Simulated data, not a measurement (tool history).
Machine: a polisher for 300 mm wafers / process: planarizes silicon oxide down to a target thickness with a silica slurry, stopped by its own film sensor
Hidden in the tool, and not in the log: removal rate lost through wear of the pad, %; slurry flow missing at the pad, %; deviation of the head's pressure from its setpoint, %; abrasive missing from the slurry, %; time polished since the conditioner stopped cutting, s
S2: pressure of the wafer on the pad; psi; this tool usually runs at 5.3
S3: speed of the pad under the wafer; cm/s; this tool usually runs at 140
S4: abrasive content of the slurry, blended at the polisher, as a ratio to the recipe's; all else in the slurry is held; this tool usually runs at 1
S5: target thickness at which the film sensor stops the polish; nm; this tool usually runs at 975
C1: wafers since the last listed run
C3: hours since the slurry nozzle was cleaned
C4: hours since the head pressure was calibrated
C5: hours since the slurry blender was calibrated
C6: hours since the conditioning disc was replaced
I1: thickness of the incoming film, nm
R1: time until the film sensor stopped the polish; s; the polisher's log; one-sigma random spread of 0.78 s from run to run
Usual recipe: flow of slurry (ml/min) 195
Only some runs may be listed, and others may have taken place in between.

Run 1, hour 0: usual settings; C1 0; wafers polished on this pad 1053; C3 356.1; C4 443.4; C5 226.6; C6 101.8; I1 1338.9. Result: R1 73.4 s.
Run 2, hour 63.3: usual settings; C1 517; wafers polished on this pad 1571; C3 419.4; C4 506.7; C5 289.9; C6 165.1; I1 1323.8. Result: R1 70.7 s.
At hour 66.7: slurry blender recalibrated.
At hour 125.7: worn pad replaced by a new one.
Run 3, hour 134: usual settings; C1 529; wafers polished on this pad 67; C3 490.1; C4 577.4; C5 67.3; C6 235.8; I1 1328.4. Result: R1 71.7 s.
Run 4, hour 183.3: usual settings but S2 4.6 psi, S3 126 cm/s; C1 403; wafers polished on this pad 471; C3 539.4; C4 626.7; C5 116.6; C6 285.1; I1 1323.6. Result: R1 89.7 s.
Run 5, hour 219.9: usual settings but S2 4.6 psi, S3 126 cm/s; C1 299; wafers polished on this pad 770; C3 576; C4 663.3; C5 153.2; C6 321.7; I1 1319.2. Result: R1 88.1 s.
Run 6, hour 246.2: usual settings but S2 4.6 psi, S3 126 cm/s; C1 215; wafers polished on this pad 985; C3 602.3; C4 689.6; C5 179.5; C6 348; I1 1304.9. Result: R1 85 s.
At hour 335.5: slurry blender recalibrated.
At hour 358.2: slurry nozzle cleaned.
Run 7, hour 391.1: usual settings but S2 4.5 psi; C1 1160; wafers polished on this pad 2145; C3 32.9; C4 834.5; C5 55.6; C6 492.9; I1 1323.4. Result: R1 79.6 s.
At hour 419.1: conditioning disc replaced and pad reconditioned.
At hour 423.4: worn pad replaced by a new one.
Run 8, hour 602.2: usual settings but S2 4.5 psi; C1 1677; wafers polished on this pad 1462; C3 244; C4 1045.6; C5 266.7; C6 183.1; I1 1319.5. Result: R1 83.1 s.
At hour 628.8: slurry blender recalibrated.
Run 9, hour 647.1: usual settings but S2 4.5 psi; C1 350; wafers polished on this pad 1813; C3 288.9; C4 1090.5; C5 18.3; C6 228; I1 1339.2. Result: R1 86 s.
At hour 679.9: worn pad replaced by a new one.
Run 10, hour 703.9: usual settings but flow of slurry (ml/min) 225, S4 0.9; C1 431; wafers polished on this pad 196; C3 345.7; C4 1147.3; C5 75.1; C6 284.8; I1 1336. Result: R1 75.3 s.
Run 11, hour 755.4: usual settings but flow of slurry (ml/min) 225, S4 0.9; C1 421; wafers polished on this pad 617; C3 397.2; C4 1198.8; C5 126.6; C6 336.3; I1 1310.7. Result: R1 68.7 s.
At hour 757.6: head pressure recalibrated.
Run 12, hour 796.9: usual settings but S3 170 cm/s, S4 1.05; C1 323; wafers polished on this pad 940; C3 438.7; C4 39.3; C5 168.1; C6 377.8; I1 1346.3. Result: R1 63.7 s.
Run 13, hour 838.2: usual settings but flow of slurry (ml/min) 220, S2 4 psi, S5 925 nm; C1 337; wafers polished on this pad 1278; C3 480; C4 80.6; C5 209.4; C6 419.1; I1 1336.1. Result: R1 109.7 s.
At hour 892.4: slurry blender recalibrated.
Run 14, hour 897.6: usual settings but flow of slurry (ml/min) 225, S4 0.9; C1 469; wafers polished on this pad 1747; C3 539.4; C4 140; C5 5.2; C6 478.5; I1 1332.3. Result: R1 75.1 s.
At hour 955.4: worn pad replaced by a new one.
Run 15, hour 960.9: usual settings; C1 484; wafers polished on this pad 44; C3 602.7; C4 203.3; C5 68.5; C6 541.8; I1 1315.6. Result: R1 68.8 s.
At hour 979: conditioning disc replaced and pad reconditioned.
At hour 999: slurry nozzle cleaned.
Run 16, hour 999.5: usual settings but S3 98 cm/s, S5 1034 nm; C1 291; wafers polished on this pad 336; C3 0.5; C4 241.9; C5 107.1; C6 20.5; I1 1307.4. Result: R1 70.7 s.
Run 17, hour 1044.1: usual settings but flow of slurry (ml/min) 145, S4 1.25; C1 364; wafers polished on this pad 700; C3 45.1; C4 286.5; C5 151.7; C6 65.1; I1 1326.1. Result: R1 65.2 s.
Run 18, hour 1074.4: usual settings but S2 4.5 psi; C1 247; wafers polished on this pad 948; C3 75.4; C4 316.8; C5 182; C6 95.4; I1 1332.7. Result: R1 81.9 s.
Run 19, hour 1131.3: usual settings but S2 6.1 psi; C1 465; wafers polished on this pad 1413; C3 132.3; C4 373.7; C5 238.9; C6 152.3; I1 1322.8. Result: R1 59.7 s.
At hour 1141.3: slurry blender recalibrated.
Run 20, hour 1183.9: usual settings but S2 6.5 psi, S5 921 nm; C1 413; wafers polished on this pad 1827; C3 184.9; C4 426.3; C5 42.6; C6 204.9; I1 1330.5. Result: R1 65.3 s.
Run 21, hour 1231.4: usual settings; C1 388; wafers polished on this pad 2216; C3 232.4; C4 473.8; C5 90.1; C6 252.4; I1 1314.9. Result: R1 66.4 s.
At hour 1248.2: worn pad replaced by a new one.
Run 22, hour 1281.2: usual settings but flow of slurry (ml/min) 255, S3 172 cm/s, S4 1.15; C1 374; wafers polished on this pad 269; C3 282.2; C4 523.6; C5 139.9; C6 302.2; I1 1305.7. Result: R1 52.5 s.
Run 23, hour 1309: usual settings; C1 227; wafers polished on this pad 497; C3 310; C4 551.4; C5 167.7; C6 330; I1 1332.5. Result: R1 71.9 s.
Run 24, hour 1349.3: usual settings but S2 3.9 psi, S3 126 cm/s, S4 1.2, S5 936 nm; C1 329; wafers polished on this pad 826; C3 350.3; C4 591.7; C5 208; C6 370.3; I1 1335.1. Result: R1 110.6 s.
Run 25, hour 1380: usual settings but flow of slurry (ml/min) 225, S3 102 cm/s, S5 855 nm; C1 251; wafers polished on this pad 1077; C3 381; C4 622.4; C5 238.7; C6 401; I1 1317.4. Result: R1 115.4 s.

Had the tool no unlogged condition, and each run kept its random variation, what would the results have been?
run     R1
  1   71.3
  2   68.4
  3   68.9
  4   85.8
  5   83.9
  6   80.8
  7   79.1
  8   81.4
  9     84
 10   73.4
 11   66.7
 12   61.4
 13  105.8
 14   72.1
 15   65.3
 16   70.4
 17   64.7
 18   81.2
 19     59
 20   64.3
 21   65.2
 22   51.6
 23   70.2
 24  107.6
 25  112.4

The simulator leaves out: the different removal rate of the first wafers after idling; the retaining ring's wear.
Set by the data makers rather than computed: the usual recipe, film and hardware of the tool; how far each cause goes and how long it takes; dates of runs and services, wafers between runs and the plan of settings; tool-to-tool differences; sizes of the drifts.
